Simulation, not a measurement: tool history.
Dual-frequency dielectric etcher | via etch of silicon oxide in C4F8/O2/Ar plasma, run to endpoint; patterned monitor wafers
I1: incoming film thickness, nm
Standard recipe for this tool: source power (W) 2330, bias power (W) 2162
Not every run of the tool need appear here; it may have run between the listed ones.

run 1 day=0 | source_power_(W)=2330 bias_power_(W)=2162 | I1=1393.4 | endpoint_time_(s)=272.8
run 2 day=0.675 | source_power_(W)=2330 bias_power_(W)=2162 | I1=1375.8 | endpoint_time_(s)=275.8
run 3 day=1.279 | source_power_(W)=2330 bias_power_(W)=1985 | I1=1381.4 | endpoint_time_(s)=275
run 4 day=1.85 | source_power_(W)=1990 bias_power_(W)=2162 | I1=1366.3 | endpoint_time_(s)=286.5
run 5 day=2.35 | source_power_(W)=1880 bias_power_(W)=2162 | I1=1390.4 | endpoint_time_(s)=301
run 6 day=2.888 | source_power_(W)=1880 bias_power_(W)=2162 | I1=1387.6 | endpoint_time_(s)=300.7
run 7 day=3.433 | source_power_(W)=1880 bias_power_(W)=2162 | I1=1376.1 | endpoint_time_(s)=299.6
run 8 day=4.329 | source_power_(W)=2520 bias_power_(W)=2162 | I1=1393.4 | endpoint_time_(s)=270.2
run 9 day=5.367 | source_power_(W)=2520 bias_power_(W)=2162 | I1=1398.8 | endpoint_time_(s)=271.9
run 10 day=6.067 | source_power_(W)=2670 bias_power_(W)=2162 | I1=1376.4 | endpoint_time_(s)=259.4
run 11 day=7.162 | source_power_(W)=2670 bias_power_(W)=2162 | I1=1377.3 | endpoint_time_(s)=259.9
-- day=8.567 upper electrode replaced
run 12 day=11.262 | source_power_(W)=2330 bias_power_(W)=2382 | I1=1394.9 | endpoint_time_(s)=279.8
run 13 day=11.862 | source_power_(W)=2750 bias_power_(W)=2162 | I1=1380.6 | endpoint_time_(s)=262.8
run 14 day=12.812 | source_power_(W)=2330 bias_power_(W)=2162 | I1=1379.1 | endpoint_time_(s)=283.8
run 15 day=14.267 | source_power_(W)=2620 bias_power_(W)=2459 | I1=1397.3 | endpoint_time_(s)=266.2
-- day=15.479 wet clean of the chamber
run 16 day=15.5 | source_power_(W)=2330 bias_power_(W)=2162 | I1=1379.7 | endpoint_time_(s)=274.6
run 17 day=16.05 | source_power_(W)=2330 bias_power_(W)=1849 | I1=1376.5 | endpoint_time_(s)=286
run 18 day=17.362 | source_power_(W)=2700 bias_power_(W)=2354 | I1=1388.7 | endpoint_time_(s)=256.8
run 19 day=18.412 | source_power_(W)=2330 bias_power_(W)=2162 | I1=1386.9 | endpoint_time_(s)=274.7
run 20 day=19.638 | source_power_(W)=2530 bias_power_(W)=1916 | I1=1376.6 | endpoint_time_(s)=277
run 21 day=20.325 | source_power_(W)=2710 bias_power_(W)=1646 | I1=1392.8 | endpoint_time_(s)=283.5
run 22 day=21.483 | source_power_(W)=2480 bias_power_(W)=2162 | I1=1386 | endpoint_time_(s)=275.2
run 23 day=22.092 | source_power_(W)=2700 bias_power_(W)=2508 | I1=1394.6 | endpoint_time_(s)=253.2
-- day=23.167 source power generator calibrated
-- day=23.196 bias power generator calibrated
run 24 day=23.217 | source_power_(W)=2790 bias_power_(W)=1691 | I1=1387.7 | endpoint_time_(s)=274.9
run 25 day=24.662 | source_power_(W)=2330 bias_power_(W)=2162 | I1=1380.1 | endpoint_time_(s)=280.1
run 26 day=25.942 | source_power_(W)=2010 bias_power_(W)=2514 | I1=1377.4 | endpoint_time_(s)=284.2
run 27 day=27.3 | source_power_(W)=1820 bias_power_(W)=1841 | I1=1371.8 | endpoint_time_(s)=323.9
run 28 day=28.25 | source_power_(W)=2850 bias_power_(W)=2162 | I1=1385.9 | endpoint_time_(s)=262.9
run 29 day=29.488 | source_power_(W)=2120 bias_power_(W)=2545 | I1=1385.1 | endpoint_time_(s)=285.1
run 30 day=31.325 | source_power_(W)=1960 bias_power_(W)=1934 | I1=1377.7 | endpoint_time_(s)=319.6
-- day=33.154 wet clean of the chamber
run 31 day=33.175 | source_power_(W)=2050 bias_power_(W)=2162 | I1=1379.2 | endpoint_time_(s)=285.1
run 32 day=33.917 | source_power_(W)=1800 bias_power_(W)=1895 | I1=1392.4 | endpoint_time_(s)=313.1
run 33 day=35.304 | source_power_(W)=2830 bias_power_(W)=2357 | I1=1387.5 | endpoint_time_(s)=248.8
run 34 day=36.388 | source_power_(W)=2330 bias_power_(W)=2162 | I1=1382.1 | endpoint_time_(s)=272.8
run 35 day=37.675 | source_power_(W)=2540 bias_power_(W)=2375 | I1=1392.3 | endpoint_time_(s)=263.1
run 36 day=38.604 | source_power_(W)=2650 bias_power_(W)=1992 | I1=1376.6 | endpoint_time_(s)=270.9

Below are 3 alternative next runs, each starting from the tool's condition after run 36. Predict each:
run A day=38.625 | source_power_(W)=1910 bias_power_(W)=2162 | I1=1383.7 | endpoint_time_(s)=?
run B day=38.625 | source_power_(W)=2050 bias_power_(W)=2445 | I1=1383.7 | endpoint_time_(s)=?
run C day=38.625 | source_power_(W)=2600 bias_power_(W)=2162 | I1=1383.7 | endpoint_time_(s)=?

run=A endpoint_time_(s)=296.9
run=B endpoint_time_(s)=279.3
run=C endpoint_time_(s)=262.6
Without the tool's unlogged condition, the same runs would have read:
run=A endpoint_time_(s)=290.4
run=B endpoint_time_(s)=273.2
run=C endpoint_time_(s)=256.8
